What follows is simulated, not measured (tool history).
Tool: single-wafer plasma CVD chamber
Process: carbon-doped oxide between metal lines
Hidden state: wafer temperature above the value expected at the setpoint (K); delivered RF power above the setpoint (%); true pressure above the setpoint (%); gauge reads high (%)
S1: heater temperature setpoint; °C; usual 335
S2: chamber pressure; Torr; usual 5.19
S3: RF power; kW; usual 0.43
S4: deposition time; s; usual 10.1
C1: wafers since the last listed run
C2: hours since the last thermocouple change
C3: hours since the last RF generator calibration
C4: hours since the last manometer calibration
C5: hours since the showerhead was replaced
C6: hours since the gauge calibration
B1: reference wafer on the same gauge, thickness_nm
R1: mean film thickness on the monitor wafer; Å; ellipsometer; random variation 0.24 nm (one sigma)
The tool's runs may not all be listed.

run 1 day=0 | S1=323 S2=5.19 S3=0.43 S4=10.1 | C1=0 C2=1979.5 C3=1383.2 C4=967.1 C5=2280.5 C6=897.9 | B1=45.432 | R1=457.79
run 2 day=0.821 | S1=339 S2=5.19 S3=0.43 S4=10.1 | C1=449 C2=1999.2 C3=1402.9 C4=986.8 C5=2300.2 C6=917.6 | B1=45.357 | R1=434.93
run 3 day=1.433 | S1=339 S2=5.19 S3=0.43 S4=10.1 | C1=335 C2=2013.9 C3=1417.6 C4=1001.5 C5=2314.9 C6=932.3 | B1=45.455 | R1=434.7
run 4 day=2.917 | S1=339 S2=5.19 S3=0.43 S4=10.1 | C1=811 C2=2049.5 C3=1453.2 C4=1037.1 C5=2350.5 C6=967.9 | B1=45.369 | R1=429.12
-- day=3.408 capacitance manometer re-zeroed and calibrated
run 5 day=3.429 | S1=335 S2=5.19 S3=0.41 S4=10.1 | C1=98 C2=2061.8 C3=1465.5 C4=0.5 C5=2362.8 C6=980.2 | B1=45.386 | R1=425.03
run 6 day=4.683 | S1=335 S2=5.19 S3=0.49 S4=10.1 | C1=686 C2=2091.9 C3=1495.6 C4=30.6 C5=2392.9 C6=1010.3 | B1=45.358 | R1=485.6
run 7 day=5.554 | S1=335 S2=5.19 S3=0.43 S4=10.1 | C1=476 C2=2112.8 C3=1516.5 C4=51.5 C5=2413.8 C6=1031.2 | B1=45.323 | R1=438.34
run 8 day=8.792 | S1=335 S2=5.19 S3=0.365 S4=11.1 | C1=1772 C2=2190.5 C3=1594.2 C4=129.2 C5=2491.5 C6=1108.9 | B1=45.45 | R1=423.58
run 9 day=9.571 | S1=325 S2=5.19 S3=0.43 S4=10.1 | C1=426 C2=2209.2 C3=1612.9 C4=147.9 C5=2510.2 C6=1127.6 | B1=45.462 | R1=453.88
run 10 day=10.167 | S1=327 S2=6.29 S3=0.355 S4=11.5 | C1=326 C2=2223.5 C3=1627.2 C4=162.2 C5=2524.5 C6=1141.9 | B1=45.424 | R1=456.71
run 11 day=10.733 | S1=335 S2=5.19 S3=0.43 S4=10.1 | C1=310 C2=2237.1 C3=1640.8 C4=175.8 C5=2538.1 C6=1155.5 | B1=45.346 | R1=435.5
run 12 day=11.529 | S1=347 S2=5.55 S3=0.37 S4=10.7 | C1=435 C2=2256.2 C3=1659.9 C4=194.9 C5=2557.2 C6=1174.6 | B1=45.401 | R1=404.02
run 13 day=12.408 | S1=335 S2=5.6 S3=0.43 S4=12 | C1=481 C2=2277.3 C3=1681 C4=216 C5=2578.3 C6=1195.7 | B1=45.393 | R1=524.48
run 14 day=13.483 | S1=335 S2=5.19 S3=0.49 S4=10.1 | C1=588 C2=2303.1 C3=1706.8 C4=241.8 C5=2604.1 C6=1221.5 | B1=45.392 | R1=479.86
-- day=14.688 gauge calibrated
run 15 day=14.7 | S1=335 S2=5.19 S3=0.51 S4=9.5 | C1=665 C2=2332.3 C3=1736 C4=271 C5=2633.3 C6=0.3 | B1=45.419 | R1=465.07
-- day=15.946 RF generator calibrated
run 16 day=16.012 | S1=335 S2=5.19 S3=0.43 S4=10.1 | C1=535 C2=2363.8 C3=1.6 C4=302.5 C5=2664.8 C6=31.8 | B1=45.351 | R1=459.92
-- day=17.579 thermocouple changed; heater temperature recalibrated
run 17 day=17.6 | S1=335 S2=5.19 S3=0.43 S4=10.1 | C1=686 C2=0.5 C3=39.7 C4=340.6 C5=2702.9 C6=69.9 | B1=45.468 | R1=461.1
run 18 day=18.688 | S1=335 S2=5.19 S3=0.43 S4=10.1 | C1=595 C2=26.6 C3=65.8 C4=366.7 C5=2729 C6=96 | B1=45.376 | R1=455.76
run 19 day=19.275 | S1=335 S2=5.19 S3=0.37 S4=10.9 | C1=321 C2=40.7 C3=79.9 C4=380.8 C5=2743.1 C6=110.1 | B1=45.278 | R1=440.05
-- day=20.521 showerhead replaced
run 20 day=20.542 | S1=331 S2=6.2 S3=0.515 S4=8.5 | C1=510 C2=71.1 C3=110.3 C4=411.2 C5=0.5 C6=140.5 | B1=45.383 | R1=449.28
run 21 day=24.662 | S1=346 S2=5.76 S3=0.51 S4=11.6 | C1=2255 C2=170 C3=209.2 C4=510.1 C5=99.4 C6=239.4 | B1=45.449 | R1=570.76
run 22 day=25.588 | S1=335 S2=5.19 S3=0.485 S4=10.7 | C1=506 C2=192.2 C3=231.4 C4=532.3 C5=121.6 C6=261.6 | B1=45.386 | R1=518.86
run 23 day=26.446 | S1=320 S2=4.27 S3=0.46 S4=11.7 | C1=469 C2=212.8 C3=252 C4=552.9 C5=142.2 C6=282.2 | B1=45.39 | R1=555.81
run 24 day=27.429 | S1=344 S2=6.02 S3=0.51 S4=11.7 | C1=538 C2=236.4 C3=275.6 C4=576.5 C5=165.8 C6=305.8 | B1=45.435 | R1=586.21
run 25 day=28.325 | S1=335 S2=5.19 S3=0.405 S4=10.1 | C1=490 C2=257.9 C3=297.1 C4=598 C5=187.3 C6=327.3 | B1=45.38 | R1=436.66
run 26 day=31.179 | S1=322 S2=5.19 S3=0.43 S4=10.1 | C1=1562 C2=326.4 C3=365.6 C4=666.5 C5=255.8 C6=395.8 | B1=45.357 | R1=469.75
run 27 day=32.075 | S1=324 S2=4.43 S3=0.43 S4=10.1 | C1=490 C2=347.9 C3=387.1 C4=688 C5=277.3 C6=417.3 | B1=45.478 | R1=451.26
run 28 day=33.233 | S1=335 S2=5.19 S3=0.43 S4=10.1 | C1=634 C2=375.7 C3=414.9 C4=715.8 C5=305.1 C6=445.1 | B1=45.38 | R1=446.85
run 29 day=34.604 | S1=346 S2=5.76 S3=0.51 S4=11.6 | C1=750 C2=408.6 C3=447.8 C4=748.7 C5=338 C6=478 | B1=45.44 | R1=565.75

4 ways to go on from here, each from the tool as it stands after run 29. What would each give?
run A day=34.621 | S1=335 S2=5.69 S3=0.43 S4=10.1 | C1=9 C2=409 C3=448.2 C4=749.1 C5=338.4 C6=478.4 | B1=? | R1=?
run B day=34.621 | S1=342 S2=5.19 S3=0.35 S4=10.1 | C1=9 C2=409 C3=448.2 C4=749.1 C5=338.4 C6=478.4 | B1=? | R1=?
run C day=34.621 | S1=335 S2=4.02 S3=0.43 S4=10.1 | C1=9 C2=409 C3=448.2 C4=749.1 C5=338.4 C6=478.4 | B1=? | R1=?
run D day=34.621 | S1=335 S2=5.19 S3=0.345 S4=11.1 | C1=9 C2=409 C3=448.2 C4=749.1 C5=338.4 C6=478.4 | B1=? | R1=?

run=A B1=45.467 R1=454.55
run=B B1=45.467 R1=374.86
run=C B1=45.467 R1=420.11
run=D B1=45.467 R1=416.6
Without the tool's hidden state the same runs would have given:
run=A R1=468.36
run=B R1=386.71
run=C R1=432.88
run=D R1=429.77

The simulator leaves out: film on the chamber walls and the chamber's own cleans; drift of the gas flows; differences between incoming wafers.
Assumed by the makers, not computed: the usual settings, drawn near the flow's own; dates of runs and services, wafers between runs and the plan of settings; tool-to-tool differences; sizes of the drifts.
